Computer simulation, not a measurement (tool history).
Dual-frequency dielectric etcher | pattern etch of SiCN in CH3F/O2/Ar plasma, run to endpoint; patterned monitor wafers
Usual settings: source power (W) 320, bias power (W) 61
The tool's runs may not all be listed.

run    hour  source power (W)  bias power (W)  incoming incoming film thickness, nm  endpoint time (s)
  1     0.0               320              61                                 12.34               39.5
  2    53.3               320              61                                 12.10               38.7
  3   138.8               320              61                                 12.25               39.0
  4   237.2               280              52                                 12.15               43.7
  5   311.7               280              52                                 12.16               44.3
  6   375.5               280              52                                 12.21               44.4
      439.0  -- wet clean of the chamber
  7   439.5               320              65                                 12.18               37.8
  8   466.2               320              65                                 12.06               37.3
  9   517.7               320              61                                 12.30               39.6
 10   564.6               320              61                                 12.38               39.4
 11   625.7               280              61                                 12.15               41.2
      691.0  -- upper electrode replaced
 12   719.9               320              61                                 12.23               39.8
 13   759.8               320              61                                 12.17               39.6
 14   814.2               320              61                                 12.18               39.7
 15   918.9               380              56                                 12.25               40.0
      940.7  -- source power generator calibrated
 16   978.7               320              61                                 12.12               39.9
 17  1019.1               260              67                                 12.35               43.2

Run 18 comes next. What will it give?
     1076.3  -- wet clean of the chamber
 18  1121.4               320              48                                 12.24                  ?

{"run 18": {"endpoint time (s)": 43.0}}
Without the tool's hidden state the same run would have given endpoint time (s) 43.0.
